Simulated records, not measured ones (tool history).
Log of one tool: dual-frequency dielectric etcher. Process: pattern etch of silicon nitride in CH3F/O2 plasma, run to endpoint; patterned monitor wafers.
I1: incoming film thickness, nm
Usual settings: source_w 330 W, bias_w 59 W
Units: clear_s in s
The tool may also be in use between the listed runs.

run 1 day=0.000 | source_w=330 bias_w=59 | I1=100.9 | clear_s=127.1
run 2 day=0.650 | source_w=330 bias_w=59 | I1=100.5 | clear_s=127.3
run 3 day=1.312 | source_w=330 bias_w=59 | I1=99.1 | clear_s=125.6
run 4 day=2.050 | source_w=330 bias_w=71 | I1=100.1 | clear_s=120.3
run 5 day=2.554 | source_w=330 bias_w=71 | I1=99.9 | clear_s=120.5
-- day=4.008 upper electrode replaced
-- day=4.342 wet clean of the chamber
run 6 day=4.362 | source_w=330 bias_w=71 | I1=99.7 | clear_s=112.6
run 7 day=4.379 | source_w=330 bias_w=59 | I1=99.9 | clear_s=119.1
run 8 day=4.396 | source_w=330 bias_w=59 | I1=100.1 | clear_s=118.5
run 9 day=4.546 | source_w=330 bias_w=59 | I1=99.5 | clear_s=118.4
-- day=5.058 bias power generator calibrated
run 10 day=5.167 | source_w=330 bias_w=59 | I1=99.7 | clear_s=118.2
run 11 day=5.875 | source_w=290 bias_w=46 | I1=100.0 | clear_s=136.7
run 12 day=6.229 | source_w=330 bias_w=59 | I1=100.8 | clear_s=119.3
run 13 day=6.812 | source_w=330 bias_w=59 | I1=100.1 | clear_s=119.9
run 14 day=7.496 | source_w=310 bias_w=67 | I1=100.3 | clear_s=118.7
-- day=7.788 source power generator calibrated
run 15 day=7.817 | source_w=290 bias_w=69 | I1=100.1 | clear_s=122.3
run 16 day=8.175 | source_w=270 bias_w=51 | I1=99.7 | clear_s=138.3
run 17 day=8.862 | source_w=250 bias_w=55 | I1=99.7 | clear_s=141.9
run 18 day=9.208 | source_w=330 bias_w=59 | I1=98.9 | clear_s=119.1
run 19 day=9.529 | source_w=330 bias_w=67 | I1=101.1 | clear_s=116.7
run 20 day=10.117 | source_w=360 bias_w=50 | I1=100.5 | clear_s=120.5

3 ways to go on from here, each from the tool as it stands after run 20. What would each give?
run A day=10.138 | source_w=330 bias_w=59 | I1=100.7 | clear_s=?
run B day=10.138 | source_w=300 bias_w=70 | I1=100.7 | clear_s=?
run C day=10.138 | source_w=290 bias_w=48 | I1=100.7 | clear_s=?

run=A clear_s=121.1
run=B clear_s=121.2
run=C clear_s=137.4
Without the tool's hidden state the same runs would have given:
run=A clear_s=120.9
run=B clear_s=121.0
run=C clear_s=137.1

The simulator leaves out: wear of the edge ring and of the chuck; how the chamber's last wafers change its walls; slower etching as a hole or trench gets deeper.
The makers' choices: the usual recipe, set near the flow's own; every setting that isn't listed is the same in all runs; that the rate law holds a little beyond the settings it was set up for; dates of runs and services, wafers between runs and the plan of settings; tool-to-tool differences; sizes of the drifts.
